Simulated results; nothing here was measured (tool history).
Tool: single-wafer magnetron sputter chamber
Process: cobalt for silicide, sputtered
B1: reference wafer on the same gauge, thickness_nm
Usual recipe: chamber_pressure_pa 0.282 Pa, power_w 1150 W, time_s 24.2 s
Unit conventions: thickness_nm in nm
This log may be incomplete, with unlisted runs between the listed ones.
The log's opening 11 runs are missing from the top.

{"run": 12, "hour": 593.4, "chamber_pressure_pa": 0.233, "power_w": 950, "time_s": 20.6, "B1": 14.997, "thickness_nm": 9.02}
{"run": 13, "hour": 624.4, "chamber_pressure_pa": 0.369, "power_w": 1150, "time_s": 26.2, "B1": 14.992, "thickness_nm": 13.131}
{"hour": 669.4, "done": "sputter target and shields replaced"}
{"run": 14, "hour": 669.9, "chamber_pressure_pa": 0.188, "power_w": 900, "time_s": 24.2, "B1": 14.986, "thickness_nm": 10.61}
{"run": 15, "hour": 705.3, "chamber_pressure_pa": 0.192, "power_w": 900, "time_s": 24.2, "B1": 14.995, "thickness_nm": 10.674}
{"run": 16, "hour": 772.2, "chamber_pressure_pa": 0.236, "power_w": 1450, "time_s": 29, "B1": 15.007, "thickness_nm": 20.133}
{"run": 17, "hour": 809.0, "chamber_pressure_pa": 0.248, "power_w": 950, "time_s": 22.6, "B1": 15.009, "thickness_nm": 10.089}
{"run": 18, "hour": 843.9, "chamber_pressure_pa": 0.282, "power_w": 1300, "time_s": 24.2, "B1": 14.994, "thickness_nm": 14.531}
{"hour": 948.8, "done": "gauge calibrated"}
{"run": 19, "hour": 998.5, "chamber_pressure_pa": 0.282, "power_w": 1150, "time_s": 20, "B1": 14.995, "thickness_nm": 10.51}
{"run": 20, "hour": 1038.5, "chamber_pressure_pa": 0.321, "power_w": 1250, "time_s": 19.7, "B1": 15.009, "thickness_nm": 10.954}
{"hour": 1088.3, "done": "magnet pack replaced, of another model than before"}
{"run": 21, "hour": 1103.2, "chamber_pressure_pa": 0.179, "power_w": 1150, "time_s": 24.2, "B1": 14.981, "thickness_nm": 13.254}
{"run": 22, "hour": 1160.8, "chamber_pressure_pa": 0.282, "power_w": 1150, "time_s": 21.9, "B1": 15.019, "thickness_nm": 11.195}
{"hour": 1214.1, "done": "sputter target and shields replaced"}
{"run": 23, "hour": 1215.8, "chamber_pressure_pa": 0.353, "power_w": 1250, "time_s": 22.8, "B1": 14.954, "thickness_nm": 12.926}
{"run": 24, "hour": 1251.2, "chamber_pressure_pa": 0.282, "power_w": 900, "time_s": 24.2, "B1": 15.003, "thickness_nm": 10.307}
{"run": 25, "hour": 1304.4, "chamber_pressure_pa": 0.282, "power_w": 1150, "time_s": 24.2, "B1": 14.995, "thickness_nm": 13.031}
{"run": 26, "hour": 1328.5, "chamber_pressure_pa": 0.282, "power_w": 1150, "time_s": 24.2, "B1": 15.003, "thickness_nm": 12.981}
{"run": 27, "hour": 1356.7, "chamber_pressure_pa": 0.205, "power_w": 1350, "time_s": 24.2, "B1": 14.999, "thickness_nm": 16.014}
{"run": 28, "hour": 1418.5, "chamber_pressure_pa": 0.225, "power_w": 1300, "time_s": 25.7, "B1": 14.987, "thickness_nm": 16.057}
{"run": 29, "hour": 1487.9, "chamber_pressure_pa": 0.282, "power_w": 900, "time_s": 24.2, "B1": 14.998, "thickness_nm": 9.994}
{"run": 30, "hour": 1688.1, "chamber_pressure_pa": 0.282, "power_w": 1150, "time_s": 24.2, "B1": 15.012, "thickness_nm": 12.45}
{"run": 31, "hour": 1733.2, "chamber_pressure_pa": 0.375, "power_w": 950, "time_s": 19.5, "B1": 14.996, "thickness_nm": 7.904}
{"hour": 1750.0, "done": "sputter target and shields replaced"}
{"run": 32, "hour": 1776.7, "chamber_pressure_pa": 0.282, "power_w": 1150, "time_s": 28.9, "B1": 15.021, "thickness_nm": 15.691}
{"run": 33, "hour": 1816.2, "chamber_pressure_pa": 0.282, "power_w": 1150, "time_s": 24.2, "B1": 14.997, "thickness_nm": 13.198}
{"run": 34, "hour": 1958.6, "chamber_pressure_pa": 0.251, "power_w": 1150, "time_s": 24.2, "B1": 15.029, "thickness_nm": 13.102}
{"run": 35, "hour": 1994.9, "chamber_pressure_pa": 0.339, "power_w": 1400, "time_s": 24.2, "B1": 14.958, "thickness_nm": 15.227}

Predict each of these 4 candidate next runs independently; none follows another, all start after run 35:
{"run": "A", "hour": 1995.3, "chamber_pressure_pa": 0.282, "power_w": 1150, "time_s": 24.2, "B1": "?", "thickness_nm": "?"}
{"run": "B", "hour": 1995.3, "chamber_pressure_pa": 0.31, "power_w": 1400, "time_s": 19.6, "B1": "?", "thickness_nm": "?"}
{"run": "C", "hour": 1995.3, "chamber_pressure_pa": 0.282, "power_w": 1050, "time_s": 21.4, "B1": "?", "thickness_nm": "?"}
{"run": "D", "hour": 1995.3, "chamber_pressure_pa": 0.282, "power_w": 1450, "time_s": 24.2, "B1": "?", "thickness_nm": "?"}

run=A B1=15.003 thickness_nm=12.84
run=B B1=15.003 thickness_nm=12.452
run=C B1=15.003 thickness_nm=10.367
run=D B1=15.003 thickness_nm=16.19
Without the tool's hidden state the same runs would have given:
run=A thickness_nm=13.26
run=B thickness_nm=12.86
run=C thickness_nm=10.706
run=D thickness_nm=16.719
